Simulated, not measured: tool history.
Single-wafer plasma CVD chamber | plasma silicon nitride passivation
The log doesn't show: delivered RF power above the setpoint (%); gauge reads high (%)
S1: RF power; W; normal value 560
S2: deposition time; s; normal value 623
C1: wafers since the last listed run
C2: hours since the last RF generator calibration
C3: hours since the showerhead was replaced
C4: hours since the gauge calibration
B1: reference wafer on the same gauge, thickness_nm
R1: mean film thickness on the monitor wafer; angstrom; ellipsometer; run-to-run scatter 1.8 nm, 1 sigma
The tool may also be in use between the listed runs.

run	hour	S1	S2	C1	C2	C3	C4	B1	R1
1	0	560	623	0	2428	4831.3	208.1	832.425	9551.05
2	21.8	560	623	61	2449.8	4853.1	229.9	833.379	9489
3	40.7	625	623	53	2468.7	4872	248.8	832.513	10022.51
4	58.3	625	623	49	2486.3	4889.6	266.4	833.051	10041.41
5	88.7	625	623	85	2516.7	4920	296.8	833.104	10014.59
# hour 93.5: gauge calibrated
6	104.1	560	568	43	2532.1	4935.4	10.6	832.842	8662.8
7	137.3	560	568	93	2565.3	4968.6	43.8	834.045	8672.43
8	152.8	560	568	43	2580.8	4984.1	59.3	833.863	8632.28
9	175.9	560	663	64	2603.9	5007.2	82.4	833.286	10103.18
10	206.2	465	623	85	2634.2	5037.5	112.7	833.407	8579.88
11	257.1	495	686	142	2685.1	5088.4	163.6	832.004	9749.57
# hour 288.9: RF generator calibrated
12	289.4	635	657	68	0.5	5120.7	195.9	832.898	10398.4
13	298.7	560	623	26	9.8	5130	205.2	833.439	9270.77
# hour 335.8: gauge calibrated
# hour 343.9: showerhead replaced
# hour 365.6: RF generator calibrated, repeated, since the last time left the tool worse
14	387	590	555	202	21.4	43.1	51.2	831.955	8986.69
15	417.5	625	575	85	51.9	73.6	81.7	833.166	9573.29
16	436.5	560	623	53	70.9	92.6	100.7	832.993	9823.23
17	470.7	560	505	95	105.1	126.8	134.9	833.502	7976.64
18	498.9	470	623	79	133.3	155	163.1	833.08	8935.7

Forecast each of these 5 alternatives for the next run:
A	499.5	560	623	1	133.9	155.6	163.7	?	?
B	499.5	590	685	1	133.9	155.6	163.7	?	?
C	499.5	595	523	1	133.9	155.6	163.7	?	?
D	499.5	530	623	1	133.9	155.6	163.7	?	?
E	499.5	560	713	1	133.9	155.6	163.7	?	?

run	B1	R1
A	833.904	9802.03
B	833.904	11063.04
C	833.904	8481.75
D	833.904	9525.22
E	833.904	11218.06
The same runs, with their run-to-run variation unchanged, on a tool lacking any hidden condition would have given:
run	R1
A	9809.81
B	11071.83
C	8488.49
D	9532.78
E	11226.96
